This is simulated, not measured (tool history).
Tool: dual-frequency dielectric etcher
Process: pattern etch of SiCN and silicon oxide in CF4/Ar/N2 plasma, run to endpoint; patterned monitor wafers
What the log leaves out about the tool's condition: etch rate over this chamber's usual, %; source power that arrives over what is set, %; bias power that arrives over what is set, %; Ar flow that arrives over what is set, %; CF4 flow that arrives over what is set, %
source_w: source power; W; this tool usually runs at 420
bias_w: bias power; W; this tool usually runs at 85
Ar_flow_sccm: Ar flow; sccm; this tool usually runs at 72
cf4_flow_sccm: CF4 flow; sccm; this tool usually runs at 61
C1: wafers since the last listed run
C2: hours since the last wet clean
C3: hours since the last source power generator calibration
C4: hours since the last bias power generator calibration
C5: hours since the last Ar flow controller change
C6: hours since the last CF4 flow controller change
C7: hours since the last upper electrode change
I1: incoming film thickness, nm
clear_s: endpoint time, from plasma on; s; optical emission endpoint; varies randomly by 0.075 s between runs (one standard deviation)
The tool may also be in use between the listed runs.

Run 1, day 0.000: usual settings; C1 0; C2 198.5; C3 137.7; C4 2607.6; C5 2583.7; C6 3937.9; C7 1897.3; I1 15.06. Result: clear_s 17.4 s.
Run 2, day 3.792: usual settings; C1 994; C2 289.5; C3 228.7; C4 2698.6; C5 2674.7; C6 4028.9; C7 1988.3; I1 15.14. Result: clear_s 17.4 s.
Run 3, day 6.033: usual settings; C1 588; C2 343.3; C3 282.5; C4 2752.4; C5 2728.5; C6 4082.7; C7 2042.1; I1 15.30. Result: clear_s 17.6 s.
Run 4, day 7.612: usual settings; C1 414; C2 381.2; C3 320.4; C4 2790.3; C5 2766.4; C6 4120.6; C7 2080.0; I1 15.15. Result: clear_s 17.5 s.
Run 5, day 11.292: usual settings; C1 965; C2 469.5; C3 408.7; C4 2878.6; C5 2854.7; C6 4208.9; C7 2168.3; I1 15.20. Result: clear_s 17.6 s.
Run 6, day 13.546: usual settings; C1 591; C2 523.6; C3 462.8; C4 2932.7; C5 2908.8; C6 4263.0; C7 2222.4; I1 15.20. Result: clear_s 17.6 s.
At day 18.733: wet clean of the chamber.
Run 7, day 18.754: usual settings; C1 1104; C2 0.5; C3 587.8; C4 3057.7; C5 3033.8; C6 4388.0; C7 2347.4; I1 15.03. Result: clear_s 17.3 s.
Run 8, day 21.446: usual settings but source_w 450 W, bias_w 74 W, cf4_flow_sccm 75 sccm; C1 706; C2 65.1; C3 652.4; C4 3122.3; C5 3098.4; C6 4452.6; C7 2412.0; I1 15.07. Result: clear_s 17.0 s.
Run 9, day 25.379: usual settings but source_w 450 W, bias_w 105 W; C1 1031; C2 159.5; C3 746.8; C4 3216.7; C5 3192.8; C6 4547.0; C7 2506.4; I1 15.05. Result: clear_s 14.2 s.
At day 26.142: bias power generator calibrated.
Run 10, day 29.638: usual settings but source_w 470 W, bias_w 103 W, Ar_flow_sccm 77 sccm; C1 1073; C2 261.7; C3 849.0; C4 83.9; C5 3295.0; C6 4649.2; C7 2608.6; I1 15.17. Result: clear_s 14.5 s.
At day 32.354: upper electrode replaced.
Run 11, day 38.975: usual settings; C1 2187; C2 485.8; C3 1073.1; C4 308.0; C5 3519.1; C6 4873.3; C7 158.9; I1 15.12. Result: clear_s 17.9 s.
Run 12, day 41.908: usual settings but source_w 500 W; C1 769; C2 556.2; C3 1143.5; C4 378.4; C5 3589.5; C6 4943.7; C7 229.3; I1 15.12. Result: clear_s 14.8 s.
At day 43.279: Ar flow controller replaced.
At day 44.325: wet clean of the chamber.
Run 13, day 44.346: usual settings; C1 311; C2 0.5; C3 1202.0; C4 436.9; C5 25.6; C6 5002.2; C7 287.8; I1 15.07. Result: clear_s 17.9 s.
At day 47.038: CF4 flow controller replaced.
Run 14, day 47.579: usual settings but Ar_flow_sccm 89 sccm; C1 782; C2 78.1; C3 1279.6; C4 514.5; C5 103.2; C6 13.0; C7 365.4; I1 15.13. Result: clear_s 18.6 s.
Run 15, day 49.517: usual settings but source_w 330 W, bias_w 74 W, Ar_flow_sccm 60 sccm, cf4_flow_sccm 72 sccm; C1 508; C2 124.6; C3 1326.1; C4 561.0; C5 149.7; C6 59.5; C7 411.9; I1 14.92. Result: clear_s 24.3 s.
Run 16, day 51.633: usual settings but bias_w 78 W, Ar_flow_sccm 79 sccm; C1 555; C2 175.4; C3 1376.9; C4 611.8; C5 200.5; C6 110.3; C7 462.7; I1 15.12. Result: clear_s 19.1 s.
Run 17, day 53.250: usual settings but cf4_flow_sccm 53 sccm; C1 424; C2 214.2; C3 1415.7; C4 650.6; C5 239.3; C6 149.1; C7 501.5; I1 14.95. Result: clear_s 17.8 s.
Run 18, day 56.129: usual settings; C1 755; C2 283.3; C3 1484.8; C4 719.7; C5 308.4; C6 218.2; C7 570.6; I1 15.21. Result: clear_s 17.9 s.
Run 19, day 57.921: usual settings but source_w 460 W, bias_w 73 W, Ar_flow_sccm 67 sccm, cf4_flow_sccm 70 sccm; C1 470; C2 326.3; C3 1527.8; C4 762.7; C5 351.4; C6 261.2; C7 613.6; I1 15.00. Result: clear_s 16.9 s.
Run 20, day 60.092: usual settings but cf4_flow_sccm 47 sccm; C1 569; C2 378.4; C3 1579.9; C4 814.8; C5 403.5; C6 313.3; C7 665.7; I1 15.11. Result: clear_s 18.3 s.
Run 21, day 62.271: usual settings; C1 571; C2 430.7; C3 1632.2; C4 867.1; C5 455.8; C6 365.6; C7 718.0; I1 15.02. Result: clear_s 17.8 s.
Run 22, day 65.333: usual settings but source_w 510 W, bias_w 104 W; C1 803; C2 504.2; C3 1705.7; C4 940.6; C5 529.3; C6 439.1; C7 791.5; I1 15.02. Result: clear_s 12.8 s.
Run 23, day 69.092: usual settings but source_w 470 W, cf4_flow_sccm 54 sccm; C1 986; C2 594.4; C3 1795.9; C4 1030.8; C5 619.5; C6 529.3; C7 881.7; I1 15.02. Result: clear_s 15.9 s.
At day 71.962: wet clean of the chamber.
Run 24, day 71.983: usual settings; C1 496; C2 0.5; C3 1865.3; C4 1100.2; C5 688.9; C6 598.7; C7 951.1; I1 15.18. Result: clear_s 18.0 s.
Run 25, day 73.892: usual settings but Ar_flow_sccm 79 sccm, cf4_flow_sccm 47 sccm; C1 500; C2 46.3; C3 1911.1; C4 1146.0; C5 734.7; C6 644.5; C7 996.9; I1 15.23. Result: clear_s 18.7 s.

Consider 3 possible next runs. They are alternatives, not a sequence: every one starts from the tool as it was left by run 25. What does each give?
Run A, day 73.908: usual settings; C1 4; C2 46.7; C3 1911.5; C4 1146.4; C5 735.1; C6 644.9; C7 997.3; I1 15.22. Result: clear_s ?.
Run B, day 73.908: usual settings but bias_w 104 W, cf4_flow_sccm 47 sccm; C1 4; C2 46.7; C3 1911.5; C4 1146.4; C5 735.1; C6 644.9; C7 997.3; I1 15.22. Result: clear_s ?.
Run C, day 73.908: usual settings but bias_w 104 W, cf4_flow_sccm 75 sccm; C1 4; C2 46.7; C3 1911.5; C4 1146.4; C5 735.1; C6 644.9; C7 997.3; I1 15.22. Result: clear_s ?.

run  clear_s
  A     17.8
  B     16.4
  C     15.7
What these runs would have given with no unlogged condition in the tool:
run  clear_s
  A     17.8
  B     16.3
  C     15.7

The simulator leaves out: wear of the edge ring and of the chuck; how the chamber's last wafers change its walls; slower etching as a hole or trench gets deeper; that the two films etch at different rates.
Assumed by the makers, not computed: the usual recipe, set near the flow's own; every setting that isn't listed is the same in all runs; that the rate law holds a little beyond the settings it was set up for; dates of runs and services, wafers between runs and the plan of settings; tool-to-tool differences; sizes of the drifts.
